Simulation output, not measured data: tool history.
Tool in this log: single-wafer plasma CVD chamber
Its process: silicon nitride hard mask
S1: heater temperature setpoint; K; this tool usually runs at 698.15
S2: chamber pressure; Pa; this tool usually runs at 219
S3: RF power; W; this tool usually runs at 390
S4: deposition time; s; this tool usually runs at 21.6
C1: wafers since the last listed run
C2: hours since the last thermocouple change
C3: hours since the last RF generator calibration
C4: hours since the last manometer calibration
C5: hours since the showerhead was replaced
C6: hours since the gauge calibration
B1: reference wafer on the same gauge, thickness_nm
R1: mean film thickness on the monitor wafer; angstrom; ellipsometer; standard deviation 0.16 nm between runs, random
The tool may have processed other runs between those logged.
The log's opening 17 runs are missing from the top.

{"run": 18, "day": 34.208, "S1": 698.15, "S2": 219, "S3": 390, "S4": 21.6, "C1": 1123, "C2": 376.0, "C3": 2024.4, "C4": 427.9, "C5": 317.7, "C6": 60.6, "B1": 29.425, "R1": 274.73}
{"run": 19, "day": 36.279, "S1": 692.15, "S2": 173, "S3": 390, "S4": 19.4, "C1": 1958, "C2": 425.7, "C3": 2074.1, "C4": 477.6, "C5": 367.4, "C6": 110.3, "B1": 29.444, "R1": 242.69}
{"run": 20, "day": 37.842, "S1": 690.15, "S2": 192, "S3": 435, "S4": 23.9, "C1": 1477, "C2": 463.2, "C3": 2111.6, "C4": 515.1, "C5": 404.9, "C6": 147.8, "B1": 29.539, "R1": 313.09}
{"run": 21, "day": 38.867, "S1": 711.15, "S2": 255, "S3": 465, "S4": 18.8, "C1": 969, "C2": 487.8, "C3": 2136.2, "C4": 539.7, "C5": 429.5, "C6": 172.4, "B1": 29.515, "R1": 261.62}
{"run": 22, "day": 40.25, "S1": 691.15, "S2": 259, "S3": 465, "S4": 24.3, "C1": 1308, "C2": 521.0, "C3": 2169.4, "C4": 572.9, "C5": 462.7, "C6": 205.6, "B1": 29.478, "R1": 344.26}
{"day": 41.458, "done": "RF generator calibrated"}
{"run": 23, "day": 46.179, "S1": 698.15, "S2": 219, "S3": 390, "S4": 21.6, "C1": 5292, "C2": 663.3, "C3": 113.3, "C4": 715.2, "C5": 605.0, "C6": 347.9, "B1": 29.496, "R1": 286.93}
{"run": 24, "day": 48.338, "S1": 698.15, "S2": 268, "S3": 390, "S4": 21.6, "C1": 2041, "C2": 715.1, "C3": 165.1, "C4": 767.0, "C5": 656.8, "C6": 399.7, "B1": 29.466, "R1": 296.49}
{"run": 25, "day": 51.238, "S1": 688.15, "S2": 241, "S3": 345, "S4": 24.3, "C1": 2742, "C2": 784.7, "C3": 234.7, "C4": 836.6, "C5": 726.4, "C6": 469.3, "B1": 29.509, "R1": 310.69}
{"run": 26, "day": 52.808, "S1": 698.15, "S2": 219, "S3": 390, "S4": 21.6, "C1": 1485, "C2": 822.4, "C3": 272.4, "C4": 874.3, "C5": 764.1, "C6": 507.0, "B1": 29.525, "R1": 283.74}
{"run": 27, "day": 55.225, "S1": 698.15, "S2": 219, "S3": 390, "S4": 21.6, "C1": 2285, "C2": 880.4, "C3": 330.4, "C4": 932.3, "C5": 822.1, "C6": 565.0, "B1": 29.52, "R1": 287.71}
{"run": 28, "day": 56.454, "S1": 698.15, "S2": 219, "S3": 435, "S4": 21.6, "C1": 1162, "C2": 909.9, "C3": 359.9, "C4": 961.8, "C5": 851.6, "C6": 594.5, "B1": 29.488, "R1": 302.82}
{"run": 29, "day": 58.458, "S1": 713.15, "S2": 165, "S3": 350, "S4": 21.6, "C1": 1895, "C2": 958.0, "C3": 408.0, "C4": 1009.9, "C5": 899.7, "C6": 642.6, "B1": 29.435, "R1": 259.02}
{"run": 30, "day": 59.971, "S1": 698.15, "S2": 219, "S3": 390, "S4": 21.6, "C1": 1430, "C2": 994.3, "C3": 444.3, "C4": 1046.2, "C5": 936.0, "C6": 678.9, "B1": 29.503, "R1": 286.42}

Below are 3 alternative next runs, each starting from the tool's condition after run 30. Predict each:
{"run": "A", "day": 59.988, "S1": 698.15, "S2": 219, "S3": 390, "S4": 21.6, "C1": 15, "C2": 994.7, "C3": 444.7, "C4": 1046.6, "C5": 936.4, "C6": 679.3, "B1": "?", "R1": "?"}
{"run": "B", "day": 59.988, "S1": 698.15, "S2": 271, "S3": 445, "S4": 21.6, "C1": 15, "C2": 994.7, "C3": 444.7, "C4": 1046.6, "C5": 936.4, "C6": 679.3, "B1": "?", "R1": "?"}
{"run": "C", "day": 59.988, "S1": 686.15, "S2": 171, "S3": 340, "S4": 18.1, "C1": 15, "C2": 994.7, "C3": 444.7, "C4": 1046.6, "C5": 936.4, "C6": 679.3, "B1": "?", "R1": "?"}

run=A B1=29.541 R1=285.00
run=B B1=29.541 R1=312.72
run=C B1=29.541 R1=217.41
Take away the tool's hidden state, keep each run's random variation, and the runs would have read:
run=A R1=287.60
run=B R1=315.37
run=C R1=219.39

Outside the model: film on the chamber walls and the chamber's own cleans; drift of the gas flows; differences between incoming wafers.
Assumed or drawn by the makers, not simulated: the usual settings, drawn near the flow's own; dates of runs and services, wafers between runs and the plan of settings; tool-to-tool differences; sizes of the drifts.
